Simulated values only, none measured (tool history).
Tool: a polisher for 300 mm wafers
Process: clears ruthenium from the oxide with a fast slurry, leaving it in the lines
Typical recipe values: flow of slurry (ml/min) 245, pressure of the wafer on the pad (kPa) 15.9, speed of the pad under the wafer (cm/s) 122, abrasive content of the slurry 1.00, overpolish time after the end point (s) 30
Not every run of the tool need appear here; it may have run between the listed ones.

| run | hour | flow of slurry (ml/min) | pressure of the wafer on the pad (kPa) | speed of the pad under the wafer (cm/s) | abrasive content of the slurry | overpolish time after the end point (s) | incoming thickness of the incoming film, nm | time until the end point was called (s) | dishing of a wide line in a test structure (angstrom) |
|---|---|---|---|---|---|---|---|---|---|
| 1 | 0.0 | 245 | 15.9 | 122 | 1.00 | 30 | 198.7 | 46.9 | 737 |
|  | 16.8 | worn pad replaced by a new one, of another model than before |
| 2 | 17.3 | 245 | 15.9 | 122 | 1.00 | 30 | 201.8 | 49.1 | 773 |
| 3 | 47.0 | 245 | 15.9 | 122 | 1.00 | 30 | 197.9 | 47.4 | 792 |
| 4 | 60.3 | 245 | 15.9 | 122 | 1.00 | 30 | 200.1 | 49.9 | 747 |
| 5 | 85.7 | 245 | 15.9 | 122 | 1.00 | 30 | 198.9 | 47.2 | 743 |
| 6 | 101.6 | 245 | 15.9 | 122 | 1.00 | 30 | 203.4 | 51.1 | 776 |
|  | 104.1 | slurry blender recalibrated |
| 7 | 131.1 | 245 | 15.9 | 122 | 1.00 | 30 | 201.0 | 49.5 | 723 |
| 8 | 145.7 | 245 | 15.9 | 122 | 1.00 | 30 | 199.6 | 49.3 | 750 |
| 9 | 160.8 | 245 | 15.9 | 122 | 1.00 | 30 | 197.7 | 50.3 | 734 |
| 10 | 179.0 | 185 | 17.9 | 122 | 1.00 | 30 | 202.9 | 53.8 | 720 |
| 11 | 203.5 | 245 | 20.0 | 122 | 0.80 | 30 | 201.4 | 47.7 | 789 |
| 12 | 237.5 | 170 | 17.9 | 100 | 1.00 | 30 | 196.1 | 61.3 | 621 |
| 13 | 272.0 | 245 | 15.9 | 122 | 1.00 | 30 | 200.3 | 50.2 | 729 |
|  | 277.6 | worn pad replaced by a new one |
| 14 | 289.2 | 245 | 17.2 | 152 | 0.80 | 30 | 203.4 | 47.3 | 794 |
| 15 | 316.3 | 200 | 20.7 | 122 | 0.90 | 30 | 199.2 | 49.7 | 753 |
| 16 | 330.9 | 245 | 15.9 | 146 | 1.00 | 30 | 201.2 | 47.2 | 759 |
| 17 | 351.8 | 275 | 15.9 | 122 | 0.85 | 30 | 202.4 | 55.4 | 690 |
|  | 433.2 | slurry blender recalibrated |
| 18 | 459.3 | 245 | 15.9 | 86 | 1.30 | 30 | 202.7 | 60.8 | 636 |
| 19 | 487.9 | 245 | 15.9 | 122 | 1.00 | 30 | 201.9 | 57.4 | 697 |
|  | 547.7 | worn pad replaced by a new one |
|  | 558.7 | head pressure recalibrated |
|  | 582.1 | slurry nozzle cleaned |
| 20 | 591.3 | 245 | 15.9 | 122 | 1.00 | 30 | 200.7 | 48.6 | 769 |
| 21 | 607.7 | 280 | 15.9 | 122 | 0.90 | 30 | 200.4 | 51.1 | 745 |
| 22 | 630.5 | 245 | 15.9 | 102 | 1.00 | 25 | 197.9 | 51.9 | 623 |
| 23 | 656.1 | 330 | 15.9 | 122 | 1.00 | 30 | 196.2 | 44.6 | 805 |
| 24 | 675.2 | 245 | 20.0 | 122 | 1.00 | 30 | 196.2 | 40.4 | 864 |
| 25 | 695.8 | 190 | 13.1 | 122 | 1.00 | 40 | 202.1 | 59.7 | 834 |
| 26 | 709.9 | 245 | 15.9 | 122 | 1.00 | 30 | 198.3 | 47.8 | 750 |
| 27 | 729.0 | 280 | 17.9 | 142 | 1.00 | 30 | 204.2 | 40.4 | 889 |
|  | 763.3 | worn pad replaced by a new one |
|  | 794.5 | slurry blender recalibrated |
| 28 | 833.4 | 215 | 15.9 | 122 | 1.00 | 44 | 198.6 | 50.5 | 941 |
| 29 | 850.8 | 245 | 15.9 | 122 | 1.00 | 30 | 195.6 | 47.3 | 782 |

Below are 3 alternative next runs, each starting from the tool's condition after run 29. Predict each:
| A | 851.2 | 245 | 15.9 | 122 | 1.00 | 25 | 202.6 | ? | ? |
| B | 851.2 | 310 | 15.9 | 122 | 1.00 | 17 | 202.6 | ? | ? |
| C | 851.2 | 245 | 10.3 | 122 | 1.00 | 16 | 202.6 | ? | ? |

| run | time until the end point was called (s) | dishing of a wide line in a test structure (angstrom) |
|---|---|---|
| A | 49.0 | 661 |
| B | 47.1 | 504 |
| C | 64.1 | 369 |
Stripped of hidden state, with their random variation kept, the same runs would have yielded:
| run | time until the end point was called (s) | dishing of a wide line in a test structure (angstrom) |
|---|---|---|
| A | 48.4 | 666 |
| B | 46.7 | 507 |
| C | 63.4 | 373 |
